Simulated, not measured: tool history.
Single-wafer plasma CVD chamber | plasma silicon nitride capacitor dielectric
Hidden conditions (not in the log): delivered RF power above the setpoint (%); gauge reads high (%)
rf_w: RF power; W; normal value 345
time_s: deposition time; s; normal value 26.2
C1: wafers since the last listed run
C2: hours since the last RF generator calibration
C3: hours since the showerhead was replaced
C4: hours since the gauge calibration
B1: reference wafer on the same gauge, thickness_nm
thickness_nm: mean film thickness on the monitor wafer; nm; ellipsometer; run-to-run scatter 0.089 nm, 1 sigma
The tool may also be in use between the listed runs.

{"run": 1, "hour": 0.0, "rf_w": 345, "time_s": 26.2, "C1": 0, "C2": 90.2, "C3": 4693.6, "C4": 2603.3, "B1": 39.226, "thickness_nm": 34.007}
{"run": 2, "hour": 63.4, "rf_w": 300, "time_s": 22.3, "C1": 2314, "C2": 153.6, "C3": 4757, "C4": 2666.7, "B1": 39.187, "thickness_nm": 27.443}
{"run": 3, "hour": 154.5, "rf_w": 300, "time_s": 22.3, "C1": 3326, "C2": 244.7, "C3": 4848.1, "C4": 2757.8, "B1": 39.197, "thickness_nm": 27.192}
{"run": 4, "hour": 224.7, "rf_w": 345, "time_s": 27.9, "C1": 2563, "C2": 314.9, "C3": 4918.3, "C4": 2828, "B1": 39.176, "thickness_nm": 35.96}
{"run": 5, "hour": 291.0, "rf_w": 345, "time_s": 27.9, "C1": 2420, "C2": 381.2, "C3": 4984.6, "C4": 2894.3, "B1": 39.217, "thickness_nm": 35.949}
{"run": 6, "hour": 395.8, "rf_w": 345, "time_s": 27.4, "C1": 3826, "C2": 486, "C3": 5089.4, "C4": 2999.1, "B1": 39.204, "thickness_nm": 35.065}
{"run": 7, "hour": 477.9, "rf_w": 345, "time_s": 27.4, "C1": 2997, "C2": 568.1, "C3": 5171.5, "C4": 3081.2, "B1": 39.212, "thickness_nm": 35.106}
{"run": 8, "hour": 520.1, "rf_w": 345, "time_s": 27.4, "C1": 1540, "C2": 610.3, "C3": 5213.7, "C4": 3123.4, "B1": 39.178, "thickness_nm": 34.945}
{"run": 9, "hour": 626.8, "rf_w": 330, "time_s": 30.4, "C1": 3895, "C2": 717, "C3": 5320.4, "C4": 3230.1, "B1": 39.175, "thickness_nm": 38.116}
{"run": 10, "hour": 699.2, "rf_w": 330, "time_s": 30.4, "C1": 2643, "C2": 789.4, "C3": 5392.8, "C4": 3302.5, "B1": 39.243, "thickness_nm": 38.028}
{"run": 11, "hour": 748.3, "rf_w": 345, "time_s": 26.2, "C1": 1792, "C2": 838.5, "C3": 5441.9, "C4": 3351.6, "B1": 39.181, "thickness_nm": 33.427}
{"run": 12, "hour": 837.4, "rf_w": 345, "time_s": 26.2, "C1": 3253, "C2": 927.6, "C3": 5531, "C4": 3440.7, "B1": 39.215, "thickness_nm": 33.22}
{"run": 13, "hour": 879.1, "rf_w": 345, "time_s": 26.2, "C1": 1522, "C2": 969.3, "C3": 5572.7, "C4": 3482.4, "B1": 39.189, "thickness_nm": 33.348}
{"run": 14, "hour": 978.8, "rf_w": 345, "time_s": 26.2, "C1": 3640, "C2": 1069, "C3": 5672.4, "C4": 3582.1, "B1": 39.232, "thickness_nm": 33.239}
{"hour": 1257.4, "done": "gauge calibrated"}
{"run": 15, "hour": 1281.0, "rf_w": 345, "time_s": 26.2, "C1": 11033, "C2": 1371.2, "C3": 5974.6, "C4": 23.6, "B1": 39.225, "thickness_nm": 33.172}
{"run": 16, "hour": 1366.1, "rf_w": 345, "time_s": 26.2, "C1": 3107, "C2": 1456.3, "C3": 6059.7, "C4": 108.7, "B1": 39.221, "thickness_nm": 32.934}
{"run": 17, "hour": 1433.5, "rf_w": 345, "time_s": 26.2, "C1": 2460, "C2": 1523.7, "C3": 6127.1, "C4": 176.1, "B1": 39.216, "thickness_nm": 33.075}
{"run": 18, "hour": 1485.4, "rf_w": 345, "time_s": 26.2, "C1": 1894, "C2": 1575.6, "C3": 6179, "C4": 228, "B1": 39.179, "thickness_nm": 33.072}
{"run": 19, "hour": 1591.4, "rf_w": 320, "time_s": 24.6, "C1": 3870, "C2": 1681.6, "C3": 6285, "C4": 334, "B1": 39.2, "thickness_nm": 30.307}

For run 20, what comes out?
{"run": 20, "hour": 1691.3, "rf_w": 370, "time_s": 23.2, "C1": 3647, "C2": 1781.5, "C3": 6384.9, "C4": 433.9, "B1": "?", "thickness_nm": "?"}

B1: 39.176
thickness_nm: 29.948 nm
Without the tool's hidden state the same run would have given thickness_nm 31.033 nm.
